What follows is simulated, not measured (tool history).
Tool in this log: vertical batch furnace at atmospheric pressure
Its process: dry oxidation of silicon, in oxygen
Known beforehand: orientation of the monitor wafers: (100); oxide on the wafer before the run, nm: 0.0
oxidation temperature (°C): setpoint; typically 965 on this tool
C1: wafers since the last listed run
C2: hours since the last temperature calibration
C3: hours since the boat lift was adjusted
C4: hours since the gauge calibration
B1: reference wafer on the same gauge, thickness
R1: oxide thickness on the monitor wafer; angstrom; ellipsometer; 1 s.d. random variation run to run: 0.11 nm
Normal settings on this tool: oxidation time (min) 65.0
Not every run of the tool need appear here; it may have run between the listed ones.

run 1 hour=0.0 | oxidation_temperature_(°C)=965 oxidation_time_(min)=65.0 | C1=0 C2=1898.3 C3=5702.8 C4=113.6 | B1=32.32 | R1=407.2
run 2 hour=35.3 | oxidation_temperature_(°C)=965 oxidation_time_(min)=65.0 | C1=311 C2=1933.6 C3=5738.1 C4=148.9 | B1=32.28 | R1=407.3
run 3 hour=62.6 | oxidation_temperature_(°C)=965 oxidation_time_(min)=65.0 | C1=241 C2=1960.9 C3=5765.4 C4=176.2 | B1=32.29 | R1=410.0
run 4 hour=127.5 | oxidation_temperature_(°C)=978 oxidation_time_(min)=57.5 | C1=573 C2=2025.8 C3=5830.3 C4=241.1 | B1=32.29 | R1=417.5
run 5 hour=151.8 | oxidation_temperature_(°C)=978 oxidation_time_(min)=57.5 | C1=214 C2=2050.1 C3=5854.6 C4=265.4 | B1=32.28 | R1=420.1
run 6 hour=186.3 | oxidation_temperature_(°C)=978 oxidation_time_(min)=57.5 | C1=304 C2=2084.6 C3=5889.1 C4=299.9 | B1=32.31 | R1=419.8
run 7 hour=220.2 | oxidation_temperature_(°C)=965 oxidation_time_(min)=41.5 | C1=299 C2=2118.5 C3=5923.0 C4=333.8 | B1=32.30 | R1=308.4
run 8 hour=240.4 | oxidation_temperature_(°C)=965 oxidation_time_(min)=41.5 | C1=178 C2=2138.7 C3=5943.2 C4=354.0 | B1=32.33 | R1=308.4
run 9 hour=263.2 | oxidation_temperature_(°C)=965 oxidation_time_(min)=65.0 | C1=201 C2=2161.5 C3=5966.0 C4=376.8 | B1=32.27 | R1=410.1
-- hour=266.4 gauge calibrated
run 10 hour=293.8 | oxidation_temperature_(°C)=965 oxidation_time_(min)=65.0 | C1=270 C2=2192.1 C3=5996.6 C4=27.4 | B1=32.29 | R1=411.0
run 11 hour=318.0 | oxidation_temperature_(°C)=965 oxidation_time_(min)=65.0 | C1=213 C2=2216.3 C3=6020.8 C4=51.6 | B1=32.27 | R1=409.4
-- hour=367.1 thermocouples replaced and temperature profile calibrated
run 12 hour=367.6 | oxidation_temperature_(°C)=958 oxidation_time_(min)=65.0 | C1=226 C2=0.5 C3=6070.4 C4=101.2 | B1=32.31 | R1=373.9
run 13 hour=373.8 | oxidation_temperature_(°C)=958 oxidation_time_(min)=65.0 | C1=54 C2=6.7 C3=6076.6 C4=107.4 | B1=32.31 | R1=374.4
run 14 hour=386.7 | oxidation_temperature_(°C)=958 oxidation_time_(min)=65.0 | C1=113 C2=19.6 C3=6089.5 C4=120.3 | B1=32.34 | R1=375.2
run 15 hour=421.7 | oxidation_temperature_(°C)=965 oxidation_time_(min)=65.0 | C1=309 C2=54.6 C3=6124.5 C4=155.3 | B1=32.25 | R1=396.2
run 16 hour=437.1 | oxidation_temperature_(°C)=979 oxidation_time_(min)=39.0 | C1=136 C2=70.0 C3=6139.9 C4=170.7 | B1=32.35 | R1=319.6
run 17 hour=454.3 | oxidation_temperature_(°C)=965 oxidation_time_(min)=65.0 | C1=151 C2=87.2 C3=6157.1 C4=187.9 | B1=32.30 | R1=396.7
run 18 hour=478.2 | oxidation_temperature_(°C)=965 oxidation_time_(min)=65.0 | C1=211 C2=111.1 C3=6181.0 C4=211.8 | B1=32.30 | R1=399.1
run 19 hour=502.4 | oxidation_temperature_(°C)=950 oxidation_time_(min)=43.5 | C1=213 C2=135.3 C3=6205.2 C4=236.0 | B1=32.32 | R1=265.6
run 20 hour=530.7 | oxidation_temperature_(°C)=946 oxidation_time_(min)=78.0 | C1=250 C2=163.6 C3=6233.5 C4=264.3 | B1=32.30 | R1=374.8
-- hour=570.7 boat lift adjusted
run 21 hour=571.2 | oxidation_temperature_(°C)=942 oxidation_time_(min)=88.5 | C1=145 C2=204.1 C3=0.5 C4=304.8 | B1=32.29 | R1=391.8
run 22 hour=582.2 | oxidation_temperature_(°C)=979 oxidation_time_(min)=39.0 | C1=97 C2=215.1 C3=11.5 C4=315.8 | B1=32.28 | R1=322.0
run 23 hour=602.5 | oxidation_temperature_(°C)=965 oxidation_time_(min)=79.0 | C1=179 C2=235.4 C3=31.8 C4=336.1 | B1=32.33 | R1=454.3
run 24 hour=623.3 | oxidation_temperature_(°C)=942 oxidation_time_(min)=84.0 | C1=183 C2=256.2 C3=52.6 C4=356.9 | B1=32.28 | R1=379.7
-- hour=663.0 gauge calibrated
run 25 hour=722.5 | oxidation_temperature_(°C)=952 oxidation_time_(min)=83.0 | C1=876 C2=355.4 C3=151.8 C4=59.5 | B1=32.31 | R1=419.3
run 26 hour=752.3 | oxidation_temperature_(°C)=965 oxidation_time_(min)=65.0 | C1=263 C2=385.2 C3=181.6 C4=89.3 | B1=32.33 | R1=400.9
run 27 hour=770.9 | oxidation_temperature_(°C)=980 oxidation_time_(min)=94.0 | C1=164 C2=403.8 C3=200.2 C4=107.9 | B1=32.30 | R1=576.3
run 28 hour=803.0 | oxidation_temperature_(°C)=965 oxidation_time_(min)=65.0 | C1=283 C2=435.9 C3=232.3 C4=140.0 | B1=32.27 | R1=401.2
run 29 hour=839.0 | oxidation_temperature_(°C)=965 oxidation_time_(min)=65.0 | C1=318 C2=471.9 C3=268.3 C4=176.0 | B1=32.29 | R1=400.8
run 30 hour=856.3 | oxidation_temperature_(°C)=948 oxidation_time_(min)=54.5 | C1=152 C2=489.2 C3=285.6 C4=193.3 | B1=32.33 | R1=304.3

Selected run-to-run steps in R1, each split into two signed amounts: the part the tool would show with no hidden state at all (from settings, incoming material and random variation), and the remainder, which goes to the hidden state together with any gauge scatter not common to the measured and the hidden-state-free results:
The hidden state here: true tube temperature minus thermocouple reading, K; monitor wafer colder than the profiled boat position, K; gauge reads high (%).
Run 6 -> 7: oxidation temperature (°C) 978 -> 965, oxidation time (min) 57.5 -> 41.5. R1 -111.4 angstrom: hidden state -4.7, all else -106.7.
Run 8 -> 9: oxidation time (min) 41.5 -> 65.0. R1 +101.7 angstrom: hidden state +3.4, all else +98.3.
Run 11 -> 12: oxidation temperature (°C) 965 -> 958, thermocouples replaced and temperature profile calibrated. R1 -35.5 angstrom: hidden state -13.4, all else -22.1.
Run 18 -> 19: oxidation temperature (°C) 965 -> 950, oxidation time (min) 65.0 -> 43.5. R1 -133.5 angstrom: hidden state +0.0, all else -133.5.
Run 26 -> 27: oxidation temperature (°C) 965 -> 980, oxidation time (min) 65.0 -> 94.0. R1 +175.4 angstrom: hidden state +2.0, all else +173.4.
Run 27 -> 28: oxidation temperature (°C) 980 -> 965, oxidation time (min) 94.0 -> 65.0. R1 -175.1 angstrom: hidden state -1.7, all else -173.4.
